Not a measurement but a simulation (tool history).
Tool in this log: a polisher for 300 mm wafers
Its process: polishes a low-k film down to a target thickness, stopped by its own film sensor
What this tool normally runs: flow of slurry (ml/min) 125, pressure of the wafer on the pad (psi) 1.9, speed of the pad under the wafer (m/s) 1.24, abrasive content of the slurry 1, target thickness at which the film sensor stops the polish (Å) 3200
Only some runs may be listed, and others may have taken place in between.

run,hour,flow of slurry (ml/min),pressure of the wafer on the pad (psi),speed of the pad under the wafer (m/s),abrasive content of the slurry,target thickness at which the film sensor stops the polish (Å),"incoming thickness of the incoming film, nm",time until the film sensor stopped the polish (s)
1,0,125,1.9,1.24,1,3200,356.3,101.2
2,6.3,125,1.9,1.24,1,3140,364.1,144.4
3,23.6,125,1.9,1.24,1,3140,353.7,116.9
4,33.6,125,1.9,1.24,1,3140,362.4,139.4
5,51,125,1.9,1.24,1,3200,359.9,117.9
6,64.2,125,1.9,1.24,1,3200,359.7,122.5
7,76.6,125,1.9,1.24,1,3200,356.2,115.8
# hour 87.1: worn pad replaced by a new one
8,93.5,125,1.9,1.24,1,3200,361.9,132.1
9,110.2,125,1.9,1.24,1,3160,360.5,137.1
# hour 120.7: conditioning disc replaced and pad reconditioned
10,122.6,125,1.9,1.24,1,3160,356.4,126
# hour 132.7: slurry blender recalibrated
11,133.2,125,1.9,0.9,1,3200,359.3,122.1
# hour 139.5: head pressure recalibrated
12,149.9,125,1.9,1.24,1,3200,358.7,97.3
13,165.1,125,1.9,1.24,0.7,3200,353.8,101.8
14,181.2,125,1.9,1.24,1,3200,353.8,88.3
15,192.6,125,2.5,1.24,1.15,3200,358.6,78.7
16,206.9,125,1.9,1.24,1,3140,357.8,121
# hour 210.9: worn pad replaced by a new one
17,221.7,165,1.9,0.98,1.25,3160,354.3,107.2
18,236.3,90,1.9,1.24,1,3200,362.7,127.4
# hour 238.8: slurry nozzle cleaned
# hour 269.4: conditioning disc replaced and pad reconditioned
19,276.1,165,1.9,1.24,1,3200,354.6,91.7
20,290.4,150,1.3,1.24,0.75,3200,358.4,162
21,305.3,155,1.9,1.24,0.8,3270,354.6,86.7
# hour 322.7: worn pad replaced by a new one
22,327.2,125,1.9,1.24,1,3200,361.2,122.6
23,347,125,1.9,0.92,0.85,3080,363.2,214.8
# hour 356.5: slurry blender recalibrated
24,359.7,125,1.9,1.24,1,3200,360.6,98.5

4 options for the next run, each taken on its own from the tool as it stands now. Forecast them:
A,360.2,125,1.9,1.46,1,3200,361.2,?
B,360.2,110,1.5,1.68,1.15,3200,361.2,?
C,360.2,145,1.9,1.24,1,3200,361.2,?
D,360.2,105,2.5,1.38,0.7,3200,361.2,?

run,time until the film sensor stopped the polish (s)
A,89.3
B,92.4
C,98.3
D,90.8
Had the tool no hidden state, the same runs would have come out as:
run,time until the film sensor stopped the polish (s)
A,82
B,84.8
C,90.6
D,82.5
